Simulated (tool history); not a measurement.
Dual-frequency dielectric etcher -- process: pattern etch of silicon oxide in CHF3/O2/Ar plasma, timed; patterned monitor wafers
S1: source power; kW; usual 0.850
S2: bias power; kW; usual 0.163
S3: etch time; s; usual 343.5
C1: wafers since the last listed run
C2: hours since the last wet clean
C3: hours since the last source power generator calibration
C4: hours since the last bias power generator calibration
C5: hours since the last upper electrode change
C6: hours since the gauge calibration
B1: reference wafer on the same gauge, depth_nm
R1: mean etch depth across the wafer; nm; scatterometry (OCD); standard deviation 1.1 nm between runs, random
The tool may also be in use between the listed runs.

| run | hour | S1 | S2 | S3 | C1 | C2 | C3 | C4 | C5 | C6 | B1 | R1 |
|---|---|---|---|---|---|---|---|---|---|---|---|---|
| 1 | 0.0 | 0.850 | 0.163 | 343.5 | 0 | 136.5 | 3624.1 | 4810.3 | 3881.9 | 243.5 | 861.4 | 735.4 |
| 2 | 29.5 | 0.850 | 0.135 | 343.5 | 120 | 166.0 | 3653.6 | 4839.8 | 3911.4 | 273.0 | 861.1 | 667.5 |
| 3 | 60.0 | 0.850 | 0.135 | 343.5 | 124 | 196.5 | 3684.1 | 4870.3 | 3941.9 | 303.5 | 861.0 | 670.4 |
| 4 | 91.5 | 0.850 | 0.135 | 343.5 | 128 | 228.0 | 3715.6 | 4901.8 | 3973.4 | 335.0 | 860.9 | 669.9 |
| 5 | 107.2 | 0.850 | 0.163 | 343.5 | 64 | 243.7 | 3731.3 | 4917.5 | 3989.1 | 350.7 | 860.9 | 735.9 |
| 6 | 131.1 | 0.850 | 0.163 | 343.5 | 97 | 267.6 | 3755.2 | 4941.4 | 4013.0 | 374.6 | 860.9 | 738.3 |
| 7 | 163.1 | 0.850 | 0.163 | 343.5 | 130 | 299.6 | 3787.2 | 4973.4 | 4045.0 | 406.6 | 861.3 | 739.6 |
|  | 228.1 | source power generator calibrated |
| 8 | 268.6 | 0.740 | 0.163 | 343.5 | 415 | 405.1 | 40.5 | 5078.9 | 4150.5 | 512.1 | 860.8 | 700.8 |
|  | 307.9 | upper electrode replaced |
| 9 | 308.4 | 0.740 | 0.163 | 343.5 | 64 | 444.9 | 80.3 | 5118.7 | 0.5 | 551.9 | 860.7 | 702.6 |
| 10 | 308.8 | 1.040 | 0.163 | 343.5 | 1 | 445.3 | 80.7 | 5119.1 | 0.9 | 552.3 | 860.7 | 804.4 |
|  | 334.1 | gauge calibrated |
| 11 | 335.0 | 0.850 | 0.198 | 443.5 | 107 | 471.5 | 106.9 | 5145.3 | 27.1 | 0.9 | 861.0 | 1051.4 |
| 12 | 365.8 | 0.740 | 0.137 | 343.5 | 126 | 502.3 | 137.7 | 5176.1 | 57.9 | 31.7 | 861.0 | 642.0 |
|  | 386.2 | bias power generator calibrated |
| 13 | 401.8 | 0.710 | 0.137 | 281.0 | 130 | 538.3 | 173.7 | 15.6 | 93.9 | 67.7 | 861.3 | 517.2 |

The next listed run, before its measurement:
|  | 430.2 | wet clean of the chamber |
| 14 | 430.7 | 0.740 | 0.163 | 343.5 | 20 | 0.5 | 202.6 | 44.5 | 122.8 | 96.6 | ? | ? |

B1: 861.0
R1: 691.4 nm
Had the tool carried no hidden state, the very same run would have given R1 691.7 nm.

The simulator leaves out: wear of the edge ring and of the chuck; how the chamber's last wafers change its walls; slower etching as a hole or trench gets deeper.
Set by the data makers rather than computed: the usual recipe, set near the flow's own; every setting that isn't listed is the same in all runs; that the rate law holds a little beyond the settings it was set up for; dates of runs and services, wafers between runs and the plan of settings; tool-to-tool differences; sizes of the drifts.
